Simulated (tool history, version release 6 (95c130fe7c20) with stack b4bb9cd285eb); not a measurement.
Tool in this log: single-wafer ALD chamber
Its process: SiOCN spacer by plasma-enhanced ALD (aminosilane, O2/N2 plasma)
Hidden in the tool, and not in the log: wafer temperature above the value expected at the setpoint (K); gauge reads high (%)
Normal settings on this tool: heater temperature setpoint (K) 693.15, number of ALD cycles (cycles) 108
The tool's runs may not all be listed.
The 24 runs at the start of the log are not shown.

run	day	heater temperature setpoint (K)	number of ALD cycles (cycles)	wafers since the last listed run	hours since the last thermocouple change	hours since the gauge calibration	read-back reference wafer on the same gauge, thickness_nm	mean film thickness on the monitor wafer (nm)
25	14.271	686.15	88	29	193.1	47.4	6.794	5.297
26	14.762	706.15	125	26	204.9	59.2	6.794	6.978
27	15.246	702.15	129	26	216.5	70.8	6.792	7.262
28	15.846	693.15	90	32	230.9	85.2	6.784	5.224
29	16.367	693.15	94	28	243.4	97.7	6.789	5.461
30	16.85	689.15	89	26	255	109.3	6.79	5.271
31	17.325	693.15	108	25	266.4	120.7	6.79	6.305
32	18.008	688.15	99	36	282.8	137.1	6.787	5.861
33	18.538	699.15	125	28	295.5	149.8	6.79	7.108
34	19.204	693.15	108	36	311.5	165.8	6.794	6.312
35	19.492	680.15	100	15	318.4	172.7	6.797	6.091
36	19.908	705.15	122	22	328.4	182.7	6.79	6.805
37	20.25	693.15	123	18	336.6	190.9	6.789	7.165
38	20.896	686.15	108	34	352.1	206.4	6.787	6.451
39	21.546	693.15	108	35	367.7	222	6.791	6.304
40	22.208	684.15	89	35	383.6	237.9	6.799	5.337
41	22.804	703.15	127	32	397.9	252.2	6.789	7.112
42	23.412	693.15	130	32	412.5	266.8	6.788	7.581
43	24.121	703.15	127	38	429.5	283.8	6.794	7.111
44	24.567	693.15	125	24	440.2	294.5	6.79	7.32

Predict the results of run 45:
45	25.079	693.15	94	27	452.5	306.8	?	?

read-back reference wafer on the same gauge, thickness_nm: 6.795
mean film thickness on the monitor wafer (nm): 5.474
The same run, on a tool lacking any hidden state, would have yielded mean film thickness on the monitor wafer (nm) 5.498.
